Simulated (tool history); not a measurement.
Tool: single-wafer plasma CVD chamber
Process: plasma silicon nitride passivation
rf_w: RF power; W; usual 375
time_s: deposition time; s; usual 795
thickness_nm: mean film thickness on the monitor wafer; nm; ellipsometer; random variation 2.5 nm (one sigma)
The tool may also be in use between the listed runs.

run	day	rf_w	time_s	read-back reference wafer on the same gauge, thickness_nm	thickness_nm
1	0	375	795	1020.52	1070.895
2	2.333	375	713	1019.896	959.59
3	4.804	375	795	1019.815	1072.641
4	7.375	375	795	1019.626	1070.259
5	9.529	325	795	1019.909	1029.949
6	11.562	325	795	1020.47	1035.531
7	14.154	325	795	1020.277	1026.809
8	16.288	375	795	1020.576	1067.553
# day 18.3: gauge calibrated
9	19.142	330	667	1019.746	870.01
# day 20.183: showerhead replaced
10	21.183	410	926	1019.583	1272.187
11	22.708	375	795	1019.998	1071.769
12	24.95	300	648	1020.456	823.472
# day 26.233: RF generator calibrated
13	26.254	305	738	1020.126	962.515
14	28.742	305	795	1020.193	1035.52
15	30.533	330	795	1020.121	1052.942
16	34.808	450	911	1019.59	1304.177
17	36.738	375	795	1020.21	1087.56

4 ways to go on from here, each from the tool as it stands after run 17. What would each give?
A	36.762	375	795	?	?
B	36.762	375	687	?	?
C	36.762	425	857	?	?
D	36.762	375	942	?	?

run	read-back reference wafer on the same gauge, thickness_nm	thickness_nm
A	1019.595	1079.186
B	1019.595	932.579
C	1019.595	1202.094
D	1019.595	1278.733
Without the tool's hidden state the same runs would have given:
run	thickness_nm
A	1090.937
B	942.735
C	1215.185
D	1292.658
